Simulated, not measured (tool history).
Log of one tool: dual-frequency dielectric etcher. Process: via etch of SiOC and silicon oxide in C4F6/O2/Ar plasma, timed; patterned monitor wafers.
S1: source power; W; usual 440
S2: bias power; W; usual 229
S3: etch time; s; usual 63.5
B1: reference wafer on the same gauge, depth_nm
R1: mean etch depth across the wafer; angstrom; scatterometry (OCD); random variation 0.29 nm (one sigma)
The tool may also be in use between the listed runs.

run   hour   S1   S2    S3    B1    R1
  1      0  490  229  63.5  76.4   827
  2   10.3  440  229  63.5  76.5   802
  3   26.9  440  229  63.5  76.5   804
  4   34.9  440  229  63.5  76.5   804
  5   52.7  440  229  63.5  76.5   805
  6   60.9  440  229  63.5  76.6   799
  7   75.6  440  229  63.5  76.6   802
  8   86.1  440  229  63.5  76.4   807
  9  100.3  440  229  63.5  76.5   807
 10  119.5  440  229  63.5  76.5   808
 11  127.9  480  229  63.5  76.5   825
 12  145.6  390  229  63.5  76.4   775
     166.2  -- bias power generator calibrated
     179.4  -- upper electrode replaced
 13  179.9  390  229  63.5  76.6   781
 14  180.3  390  229  63.5  76.5   783
 15  220.4  350  229  63.5  76.5   765
 16  234.5  440  195    77  76.5   925
     241.5  -- source power generator calibrated
 17    245  440  182    51  76.5   596
 18  254.7  510  261  46.5  76.4   647
 19  267.1  440  175  63.5  76.5   735
     282.1  -- gauge calibrated
 20  284.8  440  229  63.5  76.5   815
     314.3  -- wet clean of the chamber
 21  314.8  440  182  63.5  76.5   735
 22  315.2  440  229  82.5  76.5  1034
 23  321.4  440  229  63.5  76.5   803
 24  336.8  440  229  63.5  76.5   794
 25    343  530  243  63.5  76.5   863
 26  358.3  390  229  53.5  76.5   652
 27  373.7  500  179  63.5  76.5   759
 28  390.7  400  191  49.5  76.5   571
 29  398.5  540  274  63.5  76.5   910
 30  404.7  400  229  54.5  76.5   670
 31  418.4  440  229  72.5  76.5   922

3 ways to go on from here, each from the tool as it stands after run 31. What would each give?
  A  418.8  440  229  63.5   ?   ?
  B  418.8  440  272  63.5   ?   ?
  C  418.8  440  229  57.5   ?   ?

run    B1   R1
  A  76.5  805
  B  76.5  858
  C  76.5  729
Without the tool's hidden state the same runs would have given:
run   R1
  A  800
  B  853
  C  725
